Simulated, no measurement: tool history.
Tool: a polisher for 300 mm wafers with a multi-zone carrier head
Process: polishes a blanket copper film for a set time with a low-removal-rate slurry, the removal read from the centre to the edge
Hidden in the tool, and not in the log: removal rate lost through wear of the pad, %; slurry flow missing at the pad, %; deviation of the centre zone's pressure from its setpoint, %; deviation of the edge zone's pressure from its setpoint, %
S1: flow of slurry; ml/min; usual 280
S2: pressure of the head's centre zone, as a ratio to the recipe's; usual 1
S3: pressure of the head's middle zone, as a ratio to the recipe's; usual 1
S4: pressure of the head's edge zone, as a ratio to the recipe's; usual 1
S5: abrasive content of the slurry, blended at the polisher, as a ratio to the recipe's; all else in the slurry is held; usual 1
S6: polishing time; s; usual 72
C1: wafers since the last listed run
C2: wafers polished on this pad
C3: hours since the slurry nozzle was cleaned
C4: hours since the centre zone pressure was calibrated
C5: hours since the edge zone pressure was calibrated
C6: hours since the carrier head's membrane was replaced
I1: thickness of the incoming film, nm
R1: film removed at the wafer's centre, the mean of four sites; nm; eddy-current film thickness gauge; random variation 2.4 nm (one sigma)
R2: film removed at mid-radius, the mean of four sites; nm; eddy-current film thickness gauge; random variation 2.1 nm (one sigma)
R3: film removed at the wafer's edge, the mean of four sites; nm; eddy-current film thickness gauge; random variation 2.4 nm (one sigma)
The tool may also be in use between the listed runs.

Run 1, hour 0: usual settings but S1 310 ml/min, S4 0.93, S5 0.7, S6 52 s; C1 0; C2 308; C3 73.2; C4 143.7; C5 944.2; C6 182.9; I1 1495.5. Result: R1 145.4 nm, R2 143.9 nm, R3 135.1 nm.
Run 2, hour 11.8: usual settings but S1 320 ml/min, S5 1.25; C1 70; C2 378; C3 85; C4 155.5; C5 956; C6 194.7; I1 1501.4. Result: R1 211.6 nm, R2 215 nm, R3 216.6 nm.
Run 3, hour 18.2: usual settings but S3 0.91; C1 38; C2 416; C3 91.4; C4 161.9; C5 962.4; C6 201.1; I1 1475. Result: R1 203.4 nm, R2 191.4 nm, R3 204.3 nm.
Run 4, hour 31.3: usual settings but S2 1.11; C1 77; C2 493; C3 104.5; C4 175; C5 975.5; C6 214.2; I1 1507.9. Result: R1 228.9 nm, R2 203.9 nm, R3 202.3 nm.
Run 5, hour 46.3: usual settings but S2 1.06, S3 0.94; C1 89; C2 583; C3 119.5; C4 190; C5 990.5; C6 229.2; I1 1491.2. Result: R1 212.6 nm, R2 193 nm, R3 196 nm.
Run 6, hour 56.1: usual settings but S1 245 ml/min; C1 58; C2 641; C3 129.3; C4 199.8; C5 1000.3; C6 239; I1 1486.1. Result: R1 194.7 nm, R2 195.8 nm, R3 192.9 nm.
Run 7, hour 65.1: usual settings but S1 355 ml/min, S2 0.9, S3 0.95, S4 0.91; C1 53; C2 694; C3 138.3; C4 208.8; C5 1009.3; C6 248; I1 1510. Result: R1 184.3 nm, R2 197.4 nm, R3 192.4 nm.
Run 8, hour 96.5: usual settings but S2 1.06, S3 0.94; C1 186; C2 881; C3 169.7; C4 240.2; C5 1040.7; C6 279.4; I1 1505.2. Result: R1 201.9 nm, R2 183.1 nm, R3 188.6 nm.
At hour 107: worn pad replaced by a new one.
At hour 108: edge zone pressure recalibrated.
Run 9, hour 110.2: usual settings; C1 51; C2 13; C3 183.4; C4 253.9; C5 2.2; C6 293.1; I1 1500.2. Result: R1 206.1 nm, R2 207.4 nm, R3 204.1 nm.
Run 10, hour 121.9: usual settings; C1 69; C2 82; C3 195.1; C4 265.6; C5 13.9; C6 304.8; I1 1515.6. Result: R1 210.8 nm, R2 206.8 nm, R3 209.4 nm.
Run 11, hour 134: usual settings but S2 0.92, S3 1.06, S5 0.75; C1 71; C2 154; C3 207.2; C4 277.7; C5 26; C6 316.9; I1 1485.6. Result: R1 187.3 nm, R2 208.1 nm, R3 199.4 nm.
Run 12, hour 150.5: usual settings but S2 1.1, S5 0.9, S6 91 s; C1 98; C2 252; C3 223.7; C4 294.2; C5 42.5; C6 333.4; I1 1488.5. Result: R1 282.2 nm, R2 254.4 nm, R3 253.1 nm.
Run 13, hour 164.5: usual settings but S2 1.08; C1 83; C2 335; C3 237.7; C4 308.2; C5 56.5; C6 347.4; I1 1485.4. Result: R1 223 nm, R2 211.8 nm, R3 204.9 nm.
Run 14, hour 178.5: usual settings; C1 83; C2 418; C3 251.7; C4 322.2; C5 70.5; C6 361.4; I1 1505.4. Result: R1 206.7 nm, R2 206.9 nm, R3 204.5 nm.
Run 15, hour 185.7: usual settings but S1 205 ml/min, S3 1.05; C1 42; C2 461; C3 258.9; C4 329.4; C5 77.7; C6 368.6; I1 1489.9. Result: R1 196.9 nm, R2 205 nm, R3 197.1 nm.
Run 16, hour 194.2: usual settings but S1 220 ml/min; C1 50; C2 512; C3 267.4; C4 337.9; C5 86.2; C6 377.1; I1 1478. Result: R1 197.1 nm, R2 192.5 nm, R3 198.9 nm.
Run 17, hour 202.1: usual settings; C1 46; C2 559; C3 275.3; C4 345.8; C5 94.1; C6 385; I1 1495. Result: R1 200.6 nm, R2 201.8 nm, R3 201.9 nm.
Run 18, hour 215.7: usual settings but S2 1.06; C1 80; C2 639; C3 288.9; C4 359.4; C5 107.7; C6 398.6; I1 1486.5. Result: R1 216.4 nm, R2 198.7 nm, R3 201.3 nm.
Run 19, hour 231: usual settings; C1 90; C2 730; C3 304.2; C4 374.7; C5 123; C6 413.9; I1 1483.3. Result: R1 200.1 nm, R2 197 nm, R3 197.8 nm.
Run 20, hour 239.6: usual settings but S1 310 ml/min, S2 0.94, S4 0.96, S6 54 s; C1 51; C2 781; C3 312.8; C4 383.3; C5 131.6; C6 422.5; I1 1508.3. Result: R1 139.8 nm, R2 150.7 nm, R3 142.8 nm.
Run 21, hour 247.2: usual settings but S2 0.91, S3 0.91, S6 47 s; C1 45; C2 827; C3 320.4; C4 390.9; C5 139.2; C6 430.1; I1 1473.6. Result: R1 117.4 nm, R2 119.6 nm, R3 126.5 nm.
At hour 255.2: worn pad replaced by a new one.
Run 22, hour 264.2: usual settings but S2 0.96, S3 1.07; C1 77; C2 53; C3 337.4; C4 407.9; C5 156.2; C6 447.1; I1 1484.7. Result: R1 199 nm, R2 216.5 nm, R3 204.4 nm.
Run 23, hour 302.5: usual settings; C1 227; C2 280; C3 375.7; C4 446.2; C5 194.5; C6 485.4; I1 1505. Result: R1 205.3 nm, R2 204.6 nm, R3 204.9 nm.

How the hidden state differs across the entries between the runs, from the last listed run before each to the first after it:
Between runs 8 and 9: worn pad replaced by a new one (hour 107); edge zone pressure recalibrated (hour 108)
  removal rate lost through wear of the pad, %: 9 -> 0.643
  measured less the result without the state, R1: -20 -> -1.3 nm; R2: -18.1 -> -1.4 nm; R3: -18.7 -> -1.3 nm
Between runs 21 and 22: worn pad replaced by a new one (hour 255.2)
  removal rate lost through wear of the pad, %: 7.64 -> 1.69
  measured less the result without the state, R1: -9.7 -> -3.5 nm; R2: -9.9 -> -3.7 nm; R3: -10.5 -> -3.5 nm
